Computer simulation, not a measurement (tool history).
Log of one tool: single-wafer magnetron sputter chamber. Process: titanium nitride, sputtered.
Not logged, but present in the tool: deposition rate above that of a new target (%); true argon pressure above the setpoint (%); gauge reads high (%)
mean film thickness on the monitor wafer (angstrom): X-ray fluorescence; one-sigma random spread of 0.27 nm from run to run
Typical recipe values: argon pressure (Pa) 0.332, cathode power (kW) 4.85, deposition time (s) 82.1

| run | hour | argon pressure (Pa) | cathode power (kW) | deposition time (s) | wafers since the last listed run | wafers on the sputter target | hours since the last manometer calibration | hours since the magnet pack was replaced | hours since the gauge calibration | read-back reference wafer on the same gauge, thickness_nm | mean film thickness on the monitor wafer (angstrom) |
|---|---|---|---|---|---|---|---|---|---|---|---|
| 1 | 0 | 0.332 | 4.85 | 82.1 | 0 | 2057 | 1889.2 | 4947 | 723.6 | 66.497 | 734.62 |
| 2 | 61.2 | 0.332 | 4.85 | 82.1 | 775 | 2832 | 1950.4 | 5008.2 | 784.8 | 66.372 | 733.05 |
| 3 | 101.7 | 0.332 | 4.85 | 82.1 | 512 | 3345 | 1990.9 | 5048.7 | 825.3 | 66.259 | 733.99 |
| 4 | 156 | 0.332 | 4.85 | 82.1 | 687 | 4033 | 2045.2 | 5103 | 879.6 | 66.172 | 730.59 |
| 5 | 210.3 | 0.332 | 4.85 | 82.1 | 687 | 4721 | 2099.5 | 5157.3 | 933.9 | 66.037 | 726.93 |
| 6 | 247 | 0.332 | 4.85 | 82.1 | 464 | 5186 | 2136.2 | 5194 | 970.6 | 66.028 | 730.4 |
| 7 | 297.9 | 0.332 | 4.25 | 87.3 | 644 | 5830 | 2187.1 | 5244.9 | 1021.5 | 65.845 | 699.65 |
| 8 | 346.6 | 0.332 | 4.25 | 87.3 | 616 | 6447 | 2235.8 | 5293.6 | 1070.2 | 65.82 | 690.44 |
| 9 | 388.5 | 0.332 | 4.25 | 87.3 | 530 | 6978 | 2277.7 | 5335.5 | 1112.1 | 65.715 | 694.19 |
|  | 518 | gauge calibrated |
|  | 527 | magnet pack replaced |
| 10 | 527.5 | 0.431 | 4.85 | 82.1 | 1659 | 8637 | 2416.7 | 0.5 | 9.5 | 67.274 | 709.19 |
|  | 541.9 | sputter target and shields replaced |
| 11 | 553.9 | 0.383 | 4.35 | 82.1 | 233 | 151 | 2443.1 | 26.9 | 35.9 | 67.254 | 663.16 |
| 12 | 585.2 | 0.379 | 5.35 | 97.8 | 396 | 547 | 2474.4 | 58.2 | 67.2 | 67.081 | 941.34 |
| 13 | 623.1 | 0.241 | 4.85 | 93.1 | 480 | 1027 | 2512.3 | 96.1 | 105.1 | 67.061 | 869.25 |
| 14 | 657.9 | 0.332 | 4.85 | 82.1 | 440 | 1468 | 2547.1 | 130.9 | 139.9 | 66.952 | 741.71 |
| 15 | 867.9 | 0.332 | 4.15 | 72.2 | 2659 | 4128 | 2757.1 | 340.9 | 349.9 | 66.64 | 568.11 |
|  | 927 | capacitance manometer re-zeroed and calibrated |
| 16 | 934.8 | 0.332 | 4.85 | 82.1 | 746 | 4874 | 7.8 | 407.8 | 416.8 | 66.544 | 732.75 |
| 17 | 965.1 | 0.239 | 3.95 | 82.1 | 383 | 5258 | 38.1 | 438.1 | 447.1 | 66.523 | 650.74 |
| 18 | 1033.4 | 0.332 | 4.25 | 82.1 | 865 | 6123 | 106.4 | 506.4 | 515.4 | 66.358 | 659.84 |
| 19 | 1063.1 | 0.218 | 4.15 | 96.5 | 376 | 6499 | 136.1 | 536.1 | 545.1 | 66.25 | 798.7 |
| 20 | 1101.6 | 0.366 | 5.65 | 96.2 | 487 | 6987 | 174.6 | 574.6 | 583.6 | 66.193 | 955.84 |
|  | 1161.6 | sputter target and shields replaced |
| 21 | 1162.2 | 0.332 | 4.85 | 82.1 | 666 | 7 | 235.2 | 635.2 | 644.2 | 66.064 | 727.51 |

Forecast each of these 5 alternatives for the next run:
| A | 1162.6 | 0.332 | 4.85 | 82.1 | 5 | 12 | 235.6 | 635.6 | 644.6 | ? | ? |
| B | 1162.6 | 0.456 | 4.4 | 66.2 | 5 | 12 | 235.6 | 635.6 | 644.6 | ? | ? |
| C | 1162.6 | 0.43 | 4.85 | 82.1 | 5 | 12 | 235.6 | 635.6 | 644.6 | ? | ? |
| D | 1162.6 | 0.278 | 4.85 | 82.1 | 5 | 12 | 235.6 | 635.6 | 644.6 | ? | ? |
| E | 1162.6 | 0.286 | 4.4 | 82.1 | 5 | 12 | 235.6 | 635.6 | 644.6 | ? | ? |

| run | read-back reference wafer on the same gauge, thickness_nm | mean film thickness on the monitor wafer (angstrom) |
|---|---|---|
| A | 66.085 | 728.47 |
| B | 66.085 | 514.79 |
| C | 66.085 | 698.46 |
| D | 66.085 | 745.77 |
| E | 66.085 | 686.86 |
Stripped of hidden state, with their random variation kept, the same runs would have yielded:
| run | mean film thickness on the monitor wafer (angstrom) |
|---|---|
| A | 746 |
| B | 527.18 |
| C | 715.26 |
| D | 763.72 |
| E | 703.39 |

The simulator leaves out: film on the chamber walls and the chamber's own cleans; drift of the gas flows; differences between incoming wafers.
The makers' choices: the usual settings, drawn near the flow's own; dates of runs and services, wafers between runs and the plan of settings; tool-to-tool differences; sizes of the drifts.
